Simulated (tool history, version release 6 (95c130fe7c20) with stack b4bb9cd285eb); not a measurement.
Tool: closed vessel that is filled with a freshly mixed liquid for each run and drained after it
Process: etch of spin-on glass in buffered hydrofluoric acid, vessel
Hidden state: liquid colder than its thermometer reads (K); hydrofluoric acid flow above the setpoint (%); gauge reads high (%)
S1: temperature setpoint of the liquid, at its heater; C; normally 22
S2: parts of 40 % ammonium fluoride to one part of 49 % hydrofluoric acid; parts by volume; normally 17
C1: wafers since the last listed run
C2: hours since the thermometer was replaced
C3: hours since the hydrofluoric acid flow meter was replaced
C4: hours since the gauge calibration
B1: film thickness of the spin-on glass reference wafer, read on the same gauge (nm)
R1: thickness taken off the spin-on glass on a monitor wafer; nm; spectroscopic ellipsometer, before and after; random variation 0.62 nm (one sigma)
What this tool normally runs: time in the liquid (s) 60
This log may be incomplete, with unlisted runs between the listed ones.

run 1 day=0 | S1=22 S2=13 time_in_the_liquid_(s)=60 | C1=0 C2=2062 C3=563.5 C4=125.9 | B1=119.98 | R1=90.82
run 2 day=1.908 | S1=22 S2=13 time_in_the_liquid_(s)=60 | C1=3563 C2=2107.8 C3=609.3 C4=171.7 | B1=119.97 | R1=89.33
run 3 day=4.746 | S1=22 S2=17 time_in_the_liquid_(s)=60 | C1=5298 C2=2175.9 C3=677.4 C4=239.8 | B1=120.06 | R1=70.63
run 4 day=6.979 | S1=22 S2=17 time_in_the_liquid_(s)=60 | C1=4170 C2=2229.5 C3=731 C4=293.4 | B1=120.01 | R1=69.43
run 5 day=9.442 | S1=22 S2=17 time_in_the_liquid_(s)=60 | C1=4598 C2=2288.6 C3=790.1 C4=352.5 | B1=120.04 | R1=69.24
run 6 day=11.862 | S1=22 S2=17 time_in_the_liquid_(s)=60 | C1=4520 C2=2346.7 C3=848.2 C4=410.6 | B1=119.97 | R1=69.82
run 7 day=14.642 | S1=22 S2=17 time_in_the_liquid_(s)=60 | C1=5189 C2=2413.4 C3=914.9 C4=477.3 | B1=119.98 | R1=70.7
run 8 day=15.858 | S1=22 S2=17 time_in_the_liquid_(s)=60 | C1=2271 C2=2442.6 C3=944.1 C4=506.5 | B1=120.07 | R1=69.51
run 9 day=18.646 | S1=24 S2=17 time_in_the_liquid_(s)=60 | C1=5205 C2=2509.5 C3=1011 C4=573.4 | B1=120.02 | R1=78.57
run 10 day=20.738 | S1=19 S2=20 time_in_the_liquid_(s)=95 | C1=3905 C2=2559.7 C3=1061.2 C4=623.6 | B1=120.03 | R1=79.27
run 11 day=22.979 | S1=26 S2=22.5 time_in_the_liquid_(s)=30 | C1=4185 C2=2613.5 C3=1115 C4=677.4 | B1=120.03 | R1=33.49
-- day=23.112 gauge calibrated
-- day=23.633 hydrofluoric acid flow meter replaced
run 12 day=24.979 | S1=22 S2=22.5 time_in_the_liquid_(s)=60 | C1=3656 C2=2661.5 C3=32.3 C4=44.8 | B1=120.05 | R1=49.73

Run 13, settings as shown, results not yet in. Your forecast:
-- day=27.242 thermometer replaced
run 13 day=27.388 | S1=26 S2=14.5 time_in_the_liquid_(s)=50 | C1=4419 C2=3.5 C3=90.1 C4=102.6 | B1=? | R1=?

B1: 119.98
R1: 92.51 nm
Take away the tool's hidden state, keep the run-to-run variation as it was, and the same run would have given R1 90.14 nm.

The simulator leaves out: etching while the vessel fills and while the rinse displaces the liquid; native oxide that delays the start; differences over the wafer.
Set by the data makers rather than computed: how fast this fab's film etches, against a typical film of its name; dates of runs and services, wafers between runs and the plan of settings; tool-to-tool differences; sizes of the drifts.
